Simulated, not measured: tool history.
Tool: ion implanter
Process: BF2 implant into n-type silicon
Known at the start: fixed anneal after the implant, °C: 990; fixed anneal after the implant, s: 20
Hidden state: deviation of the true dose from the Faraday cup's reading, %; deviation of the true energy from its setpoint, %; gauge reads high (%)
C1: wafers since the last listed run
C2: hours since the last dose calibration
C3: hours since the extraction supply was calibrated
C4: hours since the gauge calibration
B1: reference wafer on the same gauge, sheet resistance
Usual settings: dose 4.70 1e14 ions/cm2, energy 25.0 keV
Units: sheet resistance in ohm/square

Run 1, day 0.000: usual settings but dose 3.67 1e14 ions/cm2, energy 31.0 keV; C1 0; C2 762.7; C3 2453.8; C4 253.4; B1 247.18. Result: sheet resistance 298.45 ohm/square.
Run 2, day 0.583: usual settings but dose 3.60 1e14 ions/cm2; C1 336; C2 776.7; C3 2467.8; C4 267.4; B1 247.00. Result: sheet resistance 313.22 ohm/square.
Run 3, day 1.175: usual settings but dose 3.60 1e14 ions/cm2; C1 340; C2 790.9; C3 2482.0; C4 281.6; B1 246.89. Result: sheet resistance 311.65 ohm/square.
Run 4, day 1.629: usual settings but energy 22.5 keV; C1 261; C2 801.8; C3 2492.9; C4 292.5; B1 247.03. Result: sheet resistance 262.30 ohm/square.
Run 5, day 2.125: usual settings but energy 22.5 keV; C1 285; C2 813.7; C3 2504.8; C4 304.4; B1 247.16. Result: sheet resistance 261.70 ohm/square.
Run 6, day 2.467: usual settings but energy 22.5 keV; C1 196; C2 821.9; C3 2513.0; C4 312.6; B1 247.00. Result: sheet resistance 261.63 ohm/square.
Run 7, day 2.983: usual settings but dose 5.72 1e14 ions/cm2, energy 21.0 keV; C1 297; C2 834.3; C3 2525.4; C4 325.0; B1 246.76. Result: sheet resistance 238.23 ohm/square.
Run 8, day 3.517: usual settings but energy 30.5 keV; C1 307; C2 847.1; C3 2538.2; C4 337.8; B1 247.17. Result: sheet resistance 245.70 ohm/square.
At day 4.046: Faraday cup replaced and dose calibrated.
Run 9, day 4.067: usual settings; C1 124; C2 0.5; C3 2551.4; C4 351.0; B1 246.94. Result: sheet resistance 251.09 ohm/square.
Run 10, day 4.204: usual settings but energy 20.5 keV; C1 79; C2 3.8; C3 2554.7; C4 354.3; B1 246.70. Result: sheet resistance 263.88 ohm/square.
Run 11, day 4.508: usual settings but energy 20.5 keV; C1 175; C2 11.1; C3 2562.0; C4 361.6; B1 246.93. Result: sheet resistance 263.83 ohm/square.
Run 12, day 5.096: usual settings but energy 20.5 keV; C1 338; C2 25.2; C3 2576.1; C4 375.7; B1 247.22. Result: sheet resistance 263.28 ohm/square.
Run 13, day 5.792: usual settings; C1 400; C2 41.9; C3 2592.8; C4 392.4; B1 246.99. Result: sheet resistance 250.12 ohm/square.
At day 6.417: Faraday cup replaced and dose calibrated, repeated, since the last time left the tool worse.
Run 14, day 6.438: usual settings; C1 180; C2 0.5; C3 2608.3; C4 407.9; B1 247.06. Result: sheet resistance 261.34 ohm/square.
Run 15, day 6.629: usual settings; C1 110; C2 5.1; C3 2612.9; C4 412.5; B1 247.14. Result: sheet resistance 262.10 ohm/square.
At day 7.133: extraction supply calibrated.
Run 16, day 7.154: usual settings; C1 110; C2 17.7; C3 0.5; C4 425.1; B1 246.93. Result: sheet resistance 261.66 ohm/square.
Run 17, day 7.333: usual settings but dose 3.57 1e14 ions/cm2; C1 103; C2 22.0; C3 4.8; C4 429.4; B1 246.74. Result: sheet resistance 322.26 ohm/square.
Run 18, day 7.804: usual settings but energy 27.5 keV; C1 271; C2 33.3; C3 16.1; C4 440.7; B1 247.11. Result: sheet resistance 256.24 ohm/square.
Run 19, day 8.329: usual settings; C1 302; C2 45.9; C3 28.7; C4 453.3; B1 247.13. Result: sheet resistance 260.86 ohm/square.
Run 20, day 8.800: usual settings but energy 27.5 keV; C1 271; C2 57.2; C3 40.0; C4 464.6; B1 246.77. Result: sheet resistance 254.84 ohm/square.
Run 21, day 9.071: usual settings; C1 156; C2 63.7; C3 46.5; C4 471.1; B1 247.07. Result: sheet resistance 261.37 ohm/square.
Run 22, day 9.721: usual settings; C1 374; C2 79.3; C3 62.1; C4 486.7; B1 247.29. Result: sheet resistance 260.19 ohm/square.
Run 23, day 10.012: usual settings; C1 168; C2 86.3; C3 69.1; C4 493.7; B1 247.05. Result: sheet resistance 260.55 ohm/square.
Run 24, day 10.371: usual settings but dose 3.56 1e14 ions/cm2, energy 28.0 keV; C1 206; C2 94.9; C3 77.7; C4 502.3; B1 247.05. Result: sheet resistance 317.57 ohm/square.
Run 25, day 10.721: usual settings but dose 3.93 1e14 ions/cm2; C1 201; C2 103.3; C3 86.1; C4 510.7; B1 247.09. Result: sheet resistance 297.97 ohm/square.
Run 26, day 11.100: usual settings but energy 32.5 keV; C1 218; C2 112.4; C3 95.2; C4 519.8; B1 247.14. Result: sheet resistance 247.90 ohm/square.
Run 27, day 11.479: usual settings but energy 28.5 keV; C1 218; C2 121.5; C3 104.3; C4 528.9; B1 247.27. Result: sheet resistance 253.36 ohm/square.
Run 28, day 11.992: usual settings but dose 3.45 1e14 ions/cm2, energy 20.0 keV; C1 295; C2 133.8; C3 116.6; C4 541.2; B1 247.25. Result: sheet resistance 338.51 ohm/square.
Run 29, day 12.346: usual settings but dose 5.59 1e14 ions/cm2, energy 31.0 keV; C1 204; C2 142.3; C3 125.1; C4 549.7; B1 247.18. Result: sheet resistance 218.35 ohm/square.
At day 12.471: gauge calibrated.
Run 30, day 13.025: usual settings; C1 391; C2 158.6; C3 141.4; C4 13.3; B1 246.96. Result: sheet resistance 259.77 ohm/square.
Run 31, day 13.512: usual settings; C1 280; C2 170.3; C3 153.1; C4 25.0; B1 246.96. Result: sheet resistance 258.59 ohm/square.
Run 32, day 13.862: usual settings but dose 5.80 1e14 ions/cm2, energy 29.0 keV; C1 201; C2 178.7; C3 161.5; C4 33.4; B1 247.00. Result: sheet resistance 216.35 ohm/square.
Run 33, day 14.454: usual settings but dose 3.79 1e14 ions/cm2, energy 27.5 keV; C1 340; C2 192.9; C3 175.7; C4 47.6; B1 246.98. Result: sheet resistance 299.92 ohm/square.
Run 34, day 14.875: usual settings but energy 21.5 keV; C1 242; C2 203.0; C3 185.8; C4 57.7; B1 247.21. Result: sheet resistance 267.11 ohm/square.
Run 35, day 15.358: usual settings but energy 32.0 keV; C1 278; C2 214.6; C3 197.4; C4 69.3; B1 246.97. Result: sheet resistance 247.28 ohm/square.
Run 36, day 15.971: usual settings but dose 3.88 1e14 ions/cm2, energy 27.5 keV; C1 352; C2 229.3; C3 212.1; C4 84.0; B1 246.92. Result: sheet resistance 294.30 ohm/square.
Run 37, day 16.488: usual settings but dose 5.96 1e14 ions/cm2, energy 33.5 keV; C1 297; C2 241.7; C3 224.5; C4 96.4; B1 247.19. Result: sheet resistance 204.51 ohm/square.

Forecast each of these 4 alternatives for the next run:
Run A, day 16.504: usual settings but dose 5.18 1e14 ions/cm2; C1 9; C2 242.1; C3 224.9; C4 96.8; B1 ?. Result: sheet resistance ?.
Run B, day 16.504: usual settings but energy 17.0 keV; C1 9; C2 242.1; C3 224.9; C4 96.8; B1 ?. Result: sheet resistance ?.
Run C, day 16.504: usual settings but dose 5.52 1e14 ions/cm2; C1 9; C2 242.1; C3 224.9; C4 96.8; B1 ?. Result: sheet resistance ?.
Run D, day 16.504: usual settings but energy 19.0 keV; C1 9; C2 242.1; C3 224.9; C4 96.8; B1 ?. Result: sheet resistance ?.

run      B1  sheet resistance
  A  247.14            241.50
  B  247.14            283.21
  C  247.14            232.08
  D  247.14            275.02
Without the tool's hidden state the same runs would have given:
run  sheet resistance
  A            244.48
  B            286.23
  C            234.77
  D            278.14
